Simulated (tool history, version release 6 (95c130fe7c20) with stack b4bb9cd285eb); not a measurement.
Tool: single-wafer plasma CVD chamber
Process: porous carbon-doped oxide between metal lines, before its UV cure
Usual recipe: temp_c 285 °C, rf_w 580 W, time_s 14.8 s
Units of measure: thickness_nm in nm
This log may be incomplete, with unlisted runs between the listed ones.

run	hour	temp_c	rf_w	time_s	read-back reference wafer on the same gauge, thickness_nm	thickness_nm
1	0	285	580	14.8	103.418	95.24
2	66.3	285	580	14.8	103.565	95.304
3	169.8	285	580	14.8	103.315	95.939
4	233.9	285	580	14.8	103.407	96.729
5	294.7	285	580	14.8	103.387	96.763
6	390.9	285	580	14.8	103.502	96.168
7	431.5	285	580	14.8	103.352	96.417
8	534.6	285	580	14.8	103.526	96.431
9	613.2	285	485	14.8	103.316	86.883
10	665.9	280	580	14.8	103.326	99.434
11	761.5	280	580	14.8	103.4	99.528
# hour 770.7: showerhead replaced
12	864.8	280	580	14.8	103.5	98.947
# hour 964.3: thermocouple changed; heater temperature recalibrated
13	964.8	285	580	14.8	103.412	94.418
14	1031.2	285	580	14.8	103.413	95.27
# hour 1046.9: RF generator calibrated
15	1074	285	580	14.8	103.356	94.071
16	1135.5	285	580	11.9	103.469	77.007
17	1175	273	670	13.4	103.542	100.392
# hour 1231.5: gauge calibrated
18	1235.7	285	495	13.2	103.453	77.796
19	1300.5	285	620	14.8	103.439	98.435
20	1396.7	285	580	15.6	103.36	100.936
21	1460.6	271	580	17.2	103.477	118.552
22	1534	285	580	14.8	103.458	95.464
23	1776.5	276	680	17	103.326	126.777
24	1833.2	291	580	14.8	103.279	92.681
25	1883.7	285	580	11.9	103.516	77.511
26	1946.1	285	580	14.8	103.362	96.172
27	2023.3	285	580	14.8	103.376	95.403
28	2119.7	285	580	14.8	103.342	96.173

Give the tool's hidden conditions for every run:
delivered RF power above the setpoint (%): 0 in every run
gauge reads high (%): 0 in every run
H1: wafer temperature above the value expected at the setpoint (K)
run	H1
1	-2.36
2	-2.53
3	-2.78
4	-2.94
5	-3.09
6	-3.32
7	-3.42
8	-3.68
9	-3.87
10	-4
11	-4.23
12	-4.49
13	-0.152
14	-0.315
15	-0.42
16	-0.571
17	-0.668
18	-0.817
19	-0.976
20	-1.21
21	-1.37
22	-1.55
23	-2.15
24	-2.28
25	-2.41
26	-2.56
27	-2.75
28	-2.99

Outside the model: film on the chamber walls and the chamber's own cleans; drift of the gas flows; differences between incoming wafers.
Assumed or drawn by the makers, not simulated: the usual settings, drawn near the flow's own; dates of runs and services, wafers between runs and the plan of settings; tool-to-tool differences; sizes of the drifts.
